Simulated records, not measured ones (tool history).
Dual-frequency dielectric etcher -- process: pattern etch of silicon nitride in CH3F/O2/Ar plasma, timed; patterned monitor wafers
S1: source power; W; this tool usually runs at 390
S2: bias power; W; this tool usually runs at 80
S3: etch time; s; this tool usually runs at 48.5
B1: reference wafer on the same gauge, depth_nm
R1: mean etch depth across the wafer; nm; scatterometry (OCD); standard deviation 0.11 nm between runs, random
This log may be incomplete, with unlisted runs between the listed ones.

run	day	S1	S2	S3	B1	R1
1	0.000	390	80	44.0	37.21	31.38
2	2.892	390	80	44.0	37.21	31.45
3	6.704	390	80	44.0	37.21	31.45
4	15.542	390	80	38.5	37.18	27.46
5	19.246	390	80	38.5	37.20	27.54
6	21.921	390	80	48.5	37.19	34.62
# day 24.646: upper electrode replaced, of another model than before
7	25.475	290	87	48.5	37.19	30.03
# day 27.067: gauge calibrated
8	27.817	420	69	62.5	37.22	45.12
9	29.771	390	93	48.5	37.21	36.23
# day 30.950: bias power generator calibrated
# day 31.562: wet clean of the chamber
10	33.783	390	80	34.0	37.23	24.71
11	37.933	440	89	48.5	37.21	38.71
12	40.108	390	70	55.5	37.21	38.92
13	42.325	390	80	48.5	37.20	35.24
14	45.600	460	80	48.5	37.22	38.42
15	47.862	420	80	39.0	37.20	29.57
16	50.221	300	72	56.0	37.18	34.09
17	52.021	390	80	48.5	37.21	35.18
# day 55.933: wet clean of the chamber
18	55.954	390	80	61.0	37.19	44.21
19	57.817	300	88	36.0	37.19	22.87
20	62.808	390	80	48.5	37.20	35.14
21	66.488	360	98	39.5	37.22	28.86
22	76.754	300	80	48.5	37.18	29.96
23	78.742	340	80	48.5	37.19	32.42
24	80.508	390	80	59.0	37.19	42.67
25	82.717	390	80	35.0	37.19	25.29
26	84.221	420	80	39.0	37.21	29.41
# day 85.400: wet clean of the chamber
27	85.750	340	64	48.5	37.20	30.47
28	88.433	390	60	42.0	37.21	28.44
29	90.071	490	94	39.0	37.22	32.97

4 options for the next run, each taken on its own from the tool as it stands now. Forecast them:
A	90.088	390	80	58.0	?	?
B	90.088	290	93	35.0	?	?
C	90.088	420	96	56.5	?	?
D	90.088	360	98	43.5	?	?

run	B1	R1
A	37.19	41.60
B	37.19	21.96
C	37.19	44.29
D	37.19	31.53
Had the tool no hidden state, the same runs would have come out as:
run	R1
A	41.86
B	22.10
C	44.58
D	31.74

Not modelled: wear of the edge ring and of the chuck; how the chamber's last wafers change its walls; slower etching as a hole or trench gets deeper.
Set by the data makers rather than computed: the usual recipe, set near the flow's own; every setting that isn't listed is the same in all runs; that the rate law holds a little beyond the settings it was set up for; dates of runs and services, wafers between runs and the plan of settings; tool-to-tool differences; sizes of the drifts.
